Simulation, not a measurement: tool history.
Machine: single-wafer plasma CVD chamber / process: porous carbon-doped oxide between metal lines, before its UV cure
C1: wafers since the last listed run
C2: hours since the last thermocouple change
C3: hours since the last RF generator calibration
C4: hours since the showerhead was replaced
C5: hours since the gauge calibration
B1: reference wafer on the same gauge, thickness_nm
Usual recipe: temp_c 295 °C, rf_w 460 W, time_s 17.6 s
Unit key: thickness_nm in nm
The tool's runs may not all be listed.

{"run": 1, "hour": 0.0, "temp_c": 300, "rf_w": 460, "time_s": 19.1, "C1": 0, "C2": 2466.2, "C3": 1426.4, "C4": 2547.6, "C5": 455.6, "B1": 78.706, "thickness_nm": 96.85}
{"run": 2, "hour": 32.7, "temp_c": 295, "rf_w": 460, "time_s": 17.6, "C1": 694, "C2": 2498.9, "C3": 1459.1, "C4": 2580.3, "C5": 488.3, "B1": 78.432, "thickness_nm": 92.5}
{"run": 3, "hour": 44.8, "temp_c": 295, "rf_w": 435, "time_s": 17.6, "C1": 256, "C2": 2511.0, "C3": 1471.2, "C4": 2592.4, "C5": 500.4, "B1": 78.659, "thickness_nm": 90.143}
{"run": 4, "hour": 80.4, "temp_c": 295, "rf_w": 435, "time_s": 17.6, "C1": 755, "C2": 2546.6, "C3": 1506.8, "C4": 2628.0, "C5": 536.0, "B1": 78.481, "thickness_nm": 89.692}
{"run": 5, "hour": 163.1, "temp_c": 295, "rf_w": 425, "time_s": 17.6, "C1": 1755, "C2": 2629.3, "C3": 1589.5, "C4": 2710.7, "C5": 618.7, "B1": 78.627, "thickness_nm": 88.471}
{"run": 6, "hour": 193.2, "temp_c": 298, "rf_w": 400, "time_s": 17.6, "C1": 638, "C2": 2659.4, "C3": 1619.6, "C4": 2740.8, "C5": 648.8, "B1": 78.63, "thickness_nm": 84.098}
{"hour": 202.1, "done": "thermocouple changed; heater temperature recalibrated"}
{"run": 7, "hour": 220.0, "temp_c": 295, "rf_w": 460, "time_s": 17.6, "C1": 399, "C2": 17.9, "C3": 1646.4, "C4": 2767.6, "C5": 675.6, "B1": 78.602, "thickness_nm": 91.718}
{"run": 8, "hour": 232.7, "temp_c": 295, "rf_w": 460, "time_s": 17.6, "C1": 269, "C2": 30.6, "C3": 1659.1, "C4": 2780.3, "C5": 688.3, "B1": 78.601, "thickness_nm": 91.622}
{"run": 9, "hour": 255.5, "temp_c": 295, "rf_w": 460, "time_s": 17.6, "C1": 484, "C2": 53.4, "C3": 1681.9, "C4": 2803.1, "C5": 711.1, "B1": 78.457, "thickness_nm": 92.229}
{"run": 10, "hour": 288.8, "temp_c": 295, "rf_w": 500, "time_s": 19.6, "C1": 706, "C2": 86.7, "C3": 1715.2, "C4": 2836.4, "C5": 744.4, "B1": 78.617, "thickness_nm": 105.899}
{"run": 11, "hour": 305.9, "temp_c": 295, "rf_w": 500, "time_s": 19.6, "C1": 363, "C2": 103.8, "C3": 1732.3, "C4": 2853.5, "C5": 761.5, "B1": 78.63, "thickness_nm": 105.723}
{"run": 12, "hour": 337.1, "temp_c": 295, "rf_w": 460, "time_s": 17.6, "C1": 662, "C2": 135.0, "C3": 1763.5, "C4": 2884.7, "C5": 792.7, "B1": 78.625, "thickness_nm": 91.327}
{"hour": 356.0, "done": "RF generator calibrated"}
{"run": 13, "hour": 432.6, "temp_c": 295, "rf_w": 460, "time_s": 17.6, "C1": 1857, "C2": 230.5, "C3": 76.6, "C4": 2980.2, "C5": 888.2, "B1": 78.59, "thickness_nm": 94.82}
{"run": 14, "hour": 466.6, "temp_c": 309, "rf_w": 405, "time_s": 17.6, "C1": 721, "C2": 264.5, "C3": 110.6, "C4": 3014.2, "C5": 922.2, "B1": 78.521, "thickness_nm": 81.906}
{"run": 15, "hour": 482.9, "temp_c": 295, "rf_w": 460, "time_s": 17.6, "C1": 346, "C2": 280.8, "C3": 126.9, "C4": 3030.5, "C5": 938.5, "B1": 78.447, "thickness_nm": 94.588}
{"run": 16, "hour": 501.5, "temp_c": 305, "rf_w": 460, "time_s": 14.4, "C1": 394, "C2": 299.4, "C3": 145.5, "C4": 3049.1, "C5": 957.1, "B1": 78.588, "thickness_nm": 73.15}
{"run": 17, "hour": 516.2, "temp_c": 295, "rf_w": 460, "time_s": 17.6, "C1": 312, "C2": 314.1, "C3": 160.2, "C4": 3063.8, "C5": 971.8, "B1": 78.759, "thickness_nm": 95.137}
{"run": 18, "hour": 531.1, "temp_c": 295, "rf_w": 460, "time_s": 17.6, "C1": 316, "C2": 329.0, "C3": 175.1, "C4": 3078.7, "C5": 986.7, "B1": 78.645, "thickness_nm": 94.927}
{"hour": 558.9, "done": "showerhead replaced, of another model than before"}
{"run": 19, "hour": 561.8, "temp_c": 295, "rf_w": 525, "time_s": 17.6, "C1": 481, "C2": 359.7, "C3": 205.8, "C4": 2.9, "C5": 1017.4, "B1": 78.477, "thickness_nm": 103.443}
{"run": 20, "hour": 582.5, "temp_c": 295, "rf_w": 500, "time_s": 19.6, "C1": 439, "C2": 380.4, "C3": 226.5, "C4": 23.6, "C5": 1038.1, "B1": 78.664, "thickness_nm": 110.537}
{"hour": 592.8, "done": "gauge calibrated"}
{"run": 21, "hour": 604.1, "temp_c": 295, "rf_w": 535, "time_s": 17.6, "C1": 458, "C2": 402.0, "C3": 248.1, "C4": 45.2, "C5": 11.3, "B1": 78.569, "thickness_nm": 105.02}
{"run": 22, "hour": 625.9, "temp_c": 301, "rf_w": 510, "time_s": 15.5, "C1": 462, "C2": 423.8, "C3": 269.9, "C4": 67.0, "C5": 33.1, "B1": 78.486, "thickness_nm": 85.335}
{"run": 23, "hour": 648.8, "temp_c": 285, "rf_w": 385, "time_s": 19.5, "C1": 486, "C2": 446.7, "C3": 292.8, "C4": 89.9, "C5": 56.0, "B1": 78.573, "thickness_nm": 97.395}
{"run": 24, "hour": 680.8, "temp_c": 304, "rf_w": 425, "time_s": 17.6, "C1": 679, "C2": 478.7, "C3": 324.8, "C4": 121.9, "C5": 88.0, "B1": 78.416, "thickness_nm": 83.392}
{"run": 25, "hour": 712.5, "temp_c": 295, "rf_w": 460, "time_s": 20.5, "C1": 672, "C2": 510.4, "C3": 356.5, "C4": 153.6, "C5": 119.7, "B1": 78.65, "thickness_nm": 109.14}
{"run": 26, "hour": 747.3, "temp_c": 288, "rf_w": 375, "time_s": 20.6, "C1": 738, "C2": 545.2, "C3": 391.3, "C4": 188.4, "C5": 154.5, "B1": 78.638, "thickness_nm": 97.03}
{"run": 27, "hour": 775.0, "temp_c": 295, "rf_w": 460, "time_s": 17.6, "C1": 588, "C2": 572.9, "C3": 419.0, "C4": 216.1, "C5": 182.2, "B1": 78.609, "thickness_nm": 93.857}
{"run": 28, "hour": 809.5, "temp_c": 295, "rf_w": 460, "time_s": 17.6, "C1": 732, "C2": 607.4, "C3": 453.5, "C4": 250.6, "C5": 216.7, "B1": 78.634, "thickness_nm": 94.021}
{"run": 29, "hour": 887.3, "temp_c": 291, "rf_w": 460, "time_s": 18.7, "C1": 1651, "C2": 685.2, "C3": 531.3, "C4": 328.4, "C5": 294.5, "B1": 78.525, "thickness_nm": 101.112}
{"run": 30, "hour": 903.0, "temp_c": 295, "rf_w": 430, "time_s": 15.7, "C1": 333, "C2": 700.9, "C3": 547.0, "C4": 344.1, "C5": 310.2, "B1": 78.553, "thickness_nm": 79.04}
{"run": 31, "hour": 923.5, "temp_c": 304, "rf_w": 530, "time_s": 17.6, "C1": 435, "C2": 721.4, "C3": 567.5, "C4": 364.6, "C5": 330.7, "B1": 78.57, "thickness_nm": 97.101}
{"run": 32, "hour": 942.3, "temp_c": 295, "rf_w": 460, "time_s": 17.6, "C1": 399, "C2": 740.2, "C3": 586.3, "C4": 383.4, "C5": 349.5, "B1": 78.617, "thickness_nm": 93.417}
{"run": 33, "hour": 963.0, "temp_c": 295, "rf_w": 410, "time_s": 16.7, "C1": 439, "C2": 760.9, "C3": 607.0, "C4": 404.1, "C5": 370.2, "B1": 78.696, "thickness_nm": 80.983}

Consider 5 possible next runs. They are alternatives, not a sequence: every one starts from the tool as it was left by run 33. What does each give?
{"run": "A", "hour": 963.4, "temp_c": 295, "rf_w": 540, "time_s": 17.6, "C1": 8, "C2": 761.3, "C3": 607.4, "C4": 404.5, "C5": 370.6, "B1": "?", "thickness_nm": "?"}
{"run": "B", "hour": 963.4, "temp_c": 281, "rf_w": 385, "time_s": 14.9, "C1": 8, "C2": 761.3, "C3": 607.4, "C4": 404.5, "C5": 370.6, "B1": "?", "thickness_nm": "?"}
{"run": "C", "hour": 963.4, "temp_c": 305, "rf_w": 425, "time_s": 19.5, "C1": 8, "C2": 761.3, "C3": 607.4, "C4": 404.5, "C5": 370.6, "B1": "?", "thickness_nm": "?"}
{"run": "D", "hour": 963.4, "temp_c": 309, "rf_w": 490, "time_s": 17.6, "C1": 8, "C2": 761.3, "C3": 607.4, "C4": 404.5, "C5": 370.6, "B1": "?", "thickness_nm": "?"}
{"run": "E", "hour": 963.4, "temp_c": 307, "rf_w": 390, "time_s": 16.4, "C1": 8, "C2": 761.3, "C3": 607.4, "C4": 404.5, "C5": 370.6, "B1": "?", "thickness_nm": "?"}

run=A B1=78.601 thickness_nm=103.370
run=B B1=78.601 thickness_nm=75.862
run=C B1=78.601 thickness_nm=90.270
run=D B1=78.601 thickness_nm=88.603
run=E B1=78.601 thickness_nm=70.581
With the hidden condition removed and each run's random variation left untouched, the same runs would have given:
run=A thickness_nm=105.258
run=B thickness_nm=77.534
run=C thickness_nm=92.199
run=D thickness_nm=90.247
run=E thickness_nm=72.112
